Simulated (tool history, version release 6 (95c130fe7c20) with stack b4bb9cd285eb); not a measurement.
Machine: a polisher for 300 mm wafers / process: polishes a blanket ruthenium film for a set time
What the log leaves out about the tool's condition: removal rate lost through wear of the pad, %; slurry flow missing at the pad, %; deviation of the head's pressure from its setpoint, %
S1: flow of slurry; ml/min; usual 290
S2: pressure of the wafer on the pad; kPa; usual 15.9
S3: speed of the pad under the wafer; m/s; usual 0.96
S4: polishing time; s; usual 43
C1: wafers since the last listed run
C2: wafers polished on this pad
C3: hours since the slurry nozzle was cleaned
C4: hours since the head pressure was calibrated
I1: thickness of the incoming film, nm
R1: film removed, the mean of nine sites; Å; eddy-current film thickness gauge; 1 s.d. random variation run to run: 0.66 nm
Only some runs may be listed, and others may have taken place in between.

run,hour,S1,S2,S3,S4,C1,C2,C3,C4,I1,R1
1,0,290,15.9,0.96,43,0,414,35.9,598.6,488,693
2,29.4,290,15.9,0.96,43,257,672,65.3,628,475.4,674
3,64,290,17.9,0.96,43,303,975,99.9,662.6,487.7,732
# hour 94.7: worn pad replaced by a new one
4,95.2,290,17.9,0.96,43,238,4,131.1,693.8,486.9,791
5,115,290,15.9,0.96,43,173,178,150.9,713.6,482.3,693
6,148.5,290,15.9,0.96,43,293,471,184.4,747.1,482.3,691
7,180.7,290,15.9,0.96,43,282,754,216.6,779.3,478,675
8,213.6,290,15.9,0.96,43,288,1042,249.5,812.2,475.3,650
# hour 222.7: worn pad replaced by a new one
9,234.9,290,15.9,0.96,43,151,106,270.8,833.5,475.9,688
10,255.6,290,15.9,0.9,33,181,288,291.5,854.2,475.7,517
# hour 266.9: slurry nozzle cleaned
11,356.9,290,15.9,0.9,33,879,1168,90,955.5,486.8,469
# hour 370.9: worn pad replaced by a new one
# hour 377.4: head pressure recalibrated
12,380.8,290,15.9,0.9,33,157,69,113.9,3.4,485.1,454
13,402.7,290,15.9,0.96,31,192,261,135.8,25.3,473.6,445
14,428.3,290,20,0.96,43,224,486,161.4,50.9,474.4,779
15,449.4,210,20.7,0.96,43,185,671,182.5,72,483.8,801
16,467.1,240,13.1,0.64,32,155,826,200.2,89.7,483.4,289
17,490.1,290,15.9,0.96,43,201,1028,223.2,112.7,483.1,586
# hour 512.5: worn pad replaced by a new one
18,513,290,15.9,0.74,52,165,4,246.1,135.6,476.1,683
# hour 527.4: slurry nozzle cleaned
19,538,290,15.9,0.96,43,210,215,10.6,160.6,480.2,654
20,558.9,290,17.9,0.96,43,183,398,31.5,181.5,477.1,731
21,578,290,15.9,1.18,56,167,565,50.6,200.6,487.1,991
22,647.6,265,15.9,0.96,47,610,1176,120.2,270.2,477,651
# hour 675.5: worn pad replaced by a new one
23,682.1,290,13.8,1.16,32,267,58,154.7,304.7,481.3,496
24,711.3,205,13.1,0.96,35,256,314,183.9,333.9,476.1,444
25,727.4,290,15.9,0.96,43,141,455,200,350,478.8,672

A few steps of R1 between consecutive runs. Split each: what settings, incoming material and random variation would produce without the hidden state, and what is left over for the hidden state, along with gauge scatter present in only one of the two compared results (measured, and without hidden state):
Run 15 -> 16: S1 210 -> 240, S2 20.7 -> 13.1, S3 0.96 -> 0.64, S4 43 -> 32. R1 -512 Å: hidden state +12, all else -524.
Run 17 -> 18: S3 0.96 -> 0.74, S4 43 -> 52, worn pad replaced by a new one. R1 +97 Å: hidden state +63, all else +34.
Run 21 -> 22: S1 290 -> 265, S3 1.18 -> 0.96, S4 56 -> 47. R1 -340 Å: hidden state -54, all else -286.
Run 22 -> 23: S1 265 -> 290, S2 15.9 -> 13.8, S3 0.96 -> 1.16, S4 47 -> 32, worn pad replaced by a new one. R1 -155 Å: hidden state +61, all else -216.
